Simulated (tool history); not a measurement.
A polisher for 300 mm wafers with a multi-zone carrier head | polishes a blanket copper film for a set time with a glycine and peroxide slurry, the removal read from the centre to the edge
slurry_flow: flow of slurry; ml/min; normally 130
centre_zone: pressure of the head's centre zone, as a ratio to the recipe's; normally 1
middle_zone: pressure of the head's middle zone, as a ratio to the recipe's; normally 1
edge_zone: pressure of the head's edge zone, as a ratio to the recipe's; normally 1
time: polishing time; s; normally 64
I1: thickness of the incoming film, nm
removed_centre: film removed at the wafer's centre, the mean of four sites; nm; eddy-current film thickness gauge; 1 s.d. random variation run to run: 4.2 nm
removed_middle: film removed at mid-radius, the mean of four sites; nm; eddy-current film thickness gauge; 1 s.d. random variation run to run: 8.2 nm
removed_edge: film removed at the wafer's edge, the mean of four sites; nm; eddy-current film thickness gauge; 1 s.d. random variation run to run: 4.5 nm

{"run": 1, "hour": 0.0, "slurry_flow": 130, "centre_zone": 1.07, "middle_zone": 1, "edge_zone": 1.09, "time": 46, "I1": 1504.3, "removed_centre": 407.9, "removed_middle": 391.1, "removed_edge": 407.2}
{"run": 2, "hour": 12.1, "slurry_flow": 130, "centre_zone": 1, "middle_zone": 1, "edge_zone": 0.91, "time": 64, "I1": 1499.9, "removed_centre": 529.5, "removed_middle": 525.7, "removed_edge": 524.1}
{"run": 3, "hour": 25.6, "slurry_flow": 105, "centre_zone": 1, "middle_zone": 0.95, "edge_zone": 1, "time": 64, "I1": 1526.5, "removed_centre": 511, "removed_middle": 482.1, "removed_edge": 539.9}
{"run": 4, "hour": 47.3, "slurry_flow": 130, "centre_zone": 1, "middle_zone": 1.09, "edge_zone": 1, "time": 64, "I1": 1536, "removed_centre": 523.8, "removed_middle": 574.8, "removed_edge": 548.1}
{"run": 5, "hour": 67.9, "slurry_flow": 160, "centre_zone": 1, "middle_zone": 1.03, "edge_zone": 1.06, "time": 64, "I1": 1521.5, "removed_centre": 539.2, "removed_middle": 567.2, "removed_edge": 576.8}
{"run": 6, "hour": 82.0, "slurry_flow": 130, "centre_zone": 1, "middle_zone": 1, "edge_zone": 1, "time": 64, "I1": 1520.6, "removed_centre": 517.9, "removed_middle": 512, "removed_edge": 549.9}
{"run": 7, "hour": 99.4, "slurry_flow": 130, "centre_zone": 1, "middle_zone": 1, "edge_zone": 1, "time": 64, "I1": 1514.6, "removed_centre": 524.9, "removed_middle": 532, "removed_edge": 544.6}
{"run": 8, "hour": 170.3, "slurry_flow": 130, "centre_zone": 1, "middle_zone": 0.97, "edge_zone": 1, "time": 75, "I1": 1519.3, "removed_centre": 602.7, "removed_middle": 583.4, "removed_edge": 638.8}
{"hour": 175.4, "done": "worn pad replaced by a new one"}
{"run": 9, "hour": 194.4, "slurry_flow": 130, "centre_zone": 0.96, "middle_zone": 1.03, "edge_zone": 1, "time": 78, "I1": 1495.3, "removed_centre": 604.3, "removed_middle": 640, "removed_edge": 665.5}
{"run": 10, "hour": 219.7, "slurry_flow": 130, "centre_zone": 1.09, "middle_zone": 1, "edge_zone": 1, "time": 78, "I1": 1500.5, "removed_centre": 680.3, "removed_middle": 640.6, "removed_edge": 674.2}
{"run": 11, "hour": 242.2, "slurry_flow": 145, "centre_zone": 1, "middle_zone": 0.96, "edge_zone": 1, "time": 71, "I1": 1519, "removed_centre": 576.2, "removed_middle": 572.5, "removed_edge": 609.4}
{"hour": 252.2, "done": "slurry nozzle cleaned"}
{"run": 12, "hour": 261.7, "slurry_flow": 155, "centre_zone": 0.92, "middle_zone": 1, "edge_zone": 1.09, "time": 64, "I1": 1485.9, "removed_centre": 511.1, "removed_middle": 562.7, "removed_edge": 594.1}
{"run": 13, "hour": 281.6, "slurry_flow": 130, "centre_zone": 1.04, "middle_zone": 1, "edge_zone": 1, "time": 64, "I1": 1496.1, "removed_centre": 557.4, "removed_middle": 563.4, "removed_edge": 563.7}
{"run": 14, "hour": 301.0, "slurry_flow": 130, "centre_zone": 1, "middle_zone": 1, "edge_zone": 1.04, "time": 83, "I1": 1481.2, "removed_centre": 701.2, "removed_middle": 721.9, "removed_edge": 738}
{"run": 15, "hour": 331.2, "slurry_flow": 130, "centre_zone": 1, "middle_zone": 1, "edge_zone": 1, "time": 64, "I1": 1526.8, "removed_centre": 538, "removed_middle": 549.7, "removed_edge": 547.3}
{"run": 16, "hour": 357.8, "slurry_flow": 130, "centre_zone": 0.95, "middle_zone": 1.03, "edge_zone": 1, "time": 64, "I1": 1491.6, "removed_centre": 508.9, "removed_middle": 569.5, "removed_edge": 559.7}
{"hour": 380.5, "done": "worn pad replaced by a new one"}
{"run": 17, "hour": 383.1, "slurry_flow": 110, "centre_zone": 1.07, "middle_zone": 1, "edge_zone": 0.89, "time": 44, "I1": 1501.4, "removed_centre": 388.7, "removed_middle": 366.6, "removed_edge": 357.9}
{"run": 18, "hour": 399.9, "slurry_flow": 120, "centre_zone": 1, "middle_zone": 1, "edge_zone": 1, "time": 64, "I1": 1493, "removed_centre": 530.5, "removed_middle": 539.3, "removed_edge": 558.5}

The next listed run, before its measurement:
{"run": 19, "hour": 430.9, "slurry_flow": 165, "centre_zone": 0.95, "middle_zone": 1, "edge_zone": 0.93, "time": 77, "I1": 1501, "removed_centre": "?", "removed_middle": "?", "removed_edge": "?"}

removed_centre: 645.2 nm
removed_middle: 680.3 nm
removed_edge: 662 nm
With the hidden condition absent and the run-to-run variation left alone, this run would have shown removed_centre 653.6 nm, removed_middle 688.1 nm, removed_edge 667.4 nm.
